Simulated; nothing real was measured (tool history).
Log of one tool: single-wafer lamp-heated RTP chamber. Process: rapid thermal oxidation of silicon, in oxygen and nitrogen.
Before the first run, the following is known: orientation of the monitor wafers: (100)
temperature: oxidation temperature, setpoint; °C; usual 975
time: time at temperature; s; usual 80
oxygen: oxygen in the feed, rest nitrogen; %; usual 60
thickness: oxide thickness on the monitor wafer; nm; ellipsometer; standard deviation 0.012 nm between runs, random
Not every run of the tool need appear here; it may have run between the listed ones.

run,day,temperature,time,oxygen,wafers since the last listed run,wafers since the last pyrometer calibration,hours since the oxygen flow controller was replaced,hours since the gauge calibration,"read-back reference wafer on the same gauge, thickness",thickness
1,0.000,975,80,60,0,1431,6054.9,295.5,3.601,4.190
2,0.558,975,80,60,166,1598,6068.3,308.9,3.599,4.178
3,0.988,975,80,60,128,1726,6078.6,319.2,3.601,4.200
4,1.342,975,80,60,105,1832,6087.1,327.7,3.602,4.209
5,1.958,975,57,60,184,2016,6101.9,342.5,3.604,3.631
6,2.421,975,57,60,138,2154,6113.0,353.6,3.601,3.639
7,2.858,975,80,60,130,2285,6123.5,364.1,3.600,4.211
8,3.358,975,51,41,149,2434,6135.5,376.1,3.595,3.153
9,4.000,975,51,41,191,2626,6150.9,391.5,3.601,3.142
10,4.567,975,51,41,169,2795,6164.5,405.1,3.606,3.137
11,5.021,975,80,60,135,2931,6175.4,416.0,3.599,4.214
12,5.496,975,104,60,141,3073,6186.8,427.4,3.599,4.710
13,6.000,975,70,38,150,3223,6198.9,439.5,3.602,3.453
# day 6.300: gauge calibrated
14,6.454,975,80,60,135,3359,6209.8,3.7,3.599,4.189
15,6.942,975,80,60,145,3505,6221.5,15.4,3.606,4.199
16,7.400,982,97,60,136,3642,6232.5,26.4,3.598,4.792
17,7.821,982,97,60,125,3767,6242.6,36.5,3.597,4.831
18,9.083,982,97,60,377,4145,6272.9,66.8,3.594,4.832
19,9.554,975,65,49,140,4285,6284.2,78.1,3.597,3.630
20,9.900,975,80,60,103,4389,6292.5,86.4,3.597,4.202
21,10.242,975,57,60,102,4491,6300.7,94.6,3.602,3.658
22,10.642,956,59,60,119,4610,6310.3,104.2,3.600,3.267
23,11.550,975,80,60,271,4881,6332.1,126.0,3.600,4.216
24,12.283,975,80,42,219,5101,6349.7,143.6,3.601,3.758
# day 13.042: pyrometer window cleaned and pyrometer calibrated
# day 13.154: oxygen flow controller replaced
25,13.175,947,80,50,133,6,0.5,165.0,3.599,3.275
26,13.208,975,80,60,9,16,1.3,165.8,3.606,4.155
27,13.512,951,80,31,90,107,8.6,173.1,3.598,2.961
28,14.071,1004,80,45,166,274,22.0,186.5,3.603,4.657
29,14.721,1001,80,84,194,468,37.6,202.1,3.600,5.690
30,15.175,966,64,49,135,604,48.5,213.0,3.595,3.386
31,15.908,963,80,71,219,823,66.1,230.6,3.603,4.041
32,16.179,975,54,32,80,904,72.6,237.1,3.602,2.990

Run 33 comes next. What will it give?
33,16.558,975,80,60,113,1017,81.7,246.2,?,?

{"run 33": {"read-back reference wafer on the same gauge, thickness": 3.596, "thickness": 4.171}}
Take away the tool's hidden state, keep the run-to-run variation as it was, and the same run would have given thickness 4.145 nm.
